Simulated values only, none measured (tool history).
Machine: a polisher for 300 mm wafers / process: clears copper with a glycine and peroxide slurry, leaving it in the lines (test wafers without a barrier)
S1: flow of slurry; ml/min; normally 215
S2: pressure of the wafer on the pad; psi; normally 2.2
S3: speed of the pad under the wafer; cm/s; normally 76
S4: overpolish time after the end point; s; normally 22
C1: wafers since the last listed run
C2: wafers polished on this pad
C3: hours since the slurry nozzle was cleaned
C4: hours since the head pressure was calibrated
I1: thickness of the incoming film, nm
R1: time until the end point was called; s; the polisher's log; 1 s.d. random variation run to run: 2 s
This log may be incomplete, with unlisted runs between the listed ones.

run 1 hour=0 | S1=215 S2=1.8 S3=76 S4=22 | C1=0 C2=498 C3=548.8 C4=991 | I1=412.1 | R1=163.9
run 2 hour=8.4 | S1=215 S2=1.8 S3=76 S4=22 | C1=55 C2=554 C3=557.2 C4=999.4 | I1=408.2 | R1=167.5
run 3 hour=20.3 | S1=215 S2=1.8 S3=76 S4=22 | C1=78 C2=632 C3=569.1 C4=1011.3 | I1=401.3 | R1=162.6
run 4 hour=32.3 | S1=215 S2=2 S3=76 S4=22 | C1=79 C2=712 C3=581.1 C4=1023.3 | I1=399.4 | R1=157.7
run 5 hour=43 | S1=215 S2=2.2 S3=76 S4=22 | C1=70 C2=782 C3=591.8 C4=1034 | I1=412.8 | R1=149.5
-- hour=64.1 worn pad replaced by a new one
run 6 hour=64.6 | S1=215 S2=2.2 S3=76 S4=22 | C1=116 C2=3 C3=613.4 C4=1055.6 | I1=403.7 | R1=127.8
run 7 hour=71.6 | S1=215 S2=2.2 S3=76 S4=22 | C1=46 C2=49 C3=620.4 C4=1062.6 | I1=407.3 | R1=130.4
run 8 hour=84.7 | S1=245 S2=2.2 S3=76 S4=22 | C1=86 C2=135 C3=633.5 C4=1075.7 | I1=403 | R1=132.2
run 9 hour=94.4 | S1=215 S2=2.2 S3=76 S4=22 | C1=64 C2=199 C3=643.2 C4=1085.4 | I1=411.5 | R1=138.7
run 10 hour=111.5 | S1=215 S2=2.2 S3=76 S4=22 | C1=112 C2=312 C3=660.3 C4=1102.5 | I1=407.5 | R1=142
run 11 hour=126.5 | S1=215 S2=2.2 S3=66 S4=22 | C1=99 C2=411 C3=675.3 C4=1117.5 | I1=406.9 | R1=157.9
run 12 hour=135.8 | S1=215 S2=2.2 S3=76 S4=22 | C1=61 C2=473 C3=684.6 C4=1126.8 | I1=403.4 | R1=146.3
run 13 hour=168.5 | S1=175 S2=2.5 S3=94 S4=17 | C1=215 C2=689 C3=717.3 C4=1159.5 | I1=399.3 | R1=115.8
-- hour=177 head pressure recalibrated
-- hour=184.3 worn pad replaced by a new one
run 14 hour=184.8 | S1=275 S2=1.7 S3=76 S4=22 | C1=67 C2=3 C3=733.6 C4=7.8 | I1=412 | R1=149.4
run 15 hour=193.1 | S1=215 S2=2.2 S3=98 S4=16 | C1=54 C2=58 C3=741.9 C4=16.1 | I1=401.6 | R1=108.7
-- hour=202.2 slurry nozzle cleaned
run 16 hour=203 | S1=145 S2=1.6 S3=96 S4=28 | C1=58 C2=116 C3=0.8 C4=26 | I1=399.9 | R1=141
run 17 hour=217.3 | S1=215 S2=2.7 S3=68 S4=22 | C1=94 C2=211 C3=15.1 C4=40.3 | I1=413.9 | R1=140.4
run 18 hour=226.4 | S1=215 S2=2.2 S3=66 S4=22 | C1=60 C2=271 C3=24.2 C4=49.4 | I1=407.7 | R1=160.4
run 19 hour=234.6 | S1=215 S2=2.6 S3=76 S4=22 | C1=54 C2=325 C3=32.4 C4=57.6 | I1=402.3 | R1=130.2
run 20 hour=251.9 | S1=215 S2=2.2 S3=76 S4=22 | C1=114 C2=439 C3=49.7 C4=74.9 | I1=411.9 | R1=149.6
run 21 hour=260 | S1=145 S2=1.5 S3=58 S4=31 | C1=53 C2=493 C3=57.8 C4=83 | I1=405.2 | R1=223.8
run 22 hour=267.4 | S1=160 S2=2.2 S3=76 S4=22 | C1=48 C2=541 C3=65.2 C4=90.4 | I1=407.4 | R1=152
run 23 hour=278.7 | S1=215 S2=2.2 S3=76 S4=22 | C1=74 C2=616 C3=76.5 C4=101.7 | I1=400 | R1=144.2
run 24 hour=287.1 | S1=215 S2=2.2 S3=66 S4=12 | C1=55 C2=671 C3=84.9 C4=110.1 | I1=406.1 | R1=160.4
-- hour=293.3 worn pad replaced by a new one
run 25 hour=298.2 | S1=215 S2=2.2 S3=76 S4=31 | C1=46 C2=32 C3=96 C4=121.2 | I1=405 | R1=132.3

Here are 4 independent what-if runs from the current tool condition. What would each one return?
run A hour=298.7 | S1=215 S2=2.2 S3=90 S4=22 | C1=3 C2=35 C3=96.5 C4=121.7 | I1=404.6 | R1=?
run B hour=298.7 | S1=215 S2=2.2 S3=68 S4=22 | C1=3 C2=35 C3=96.5 C4=121.7 | I1=404.6 | R1=?
run C hour=298.7 | S1=260 S2=2.6 S3=64 S4=16 | C1=3 C2=35 C3=96.5 C4=121.7 | I1=404.6 | R1=?
run D hour=298.7 | S1=150 S2=2.2 S3=76 S4=14 | C1=3 C2=35 C3=96.5 C4=121.7 | I1=404.6 | R1=?

run=A R1=116.4
run=B R1=143.4
run=C R1=133.8
run=D R1=137.6
With no hidden state in the tool, these same runs would have given:
run=A R1=112.9
run=B R1=139
run=C R1=129.7
run=D R1=133.4
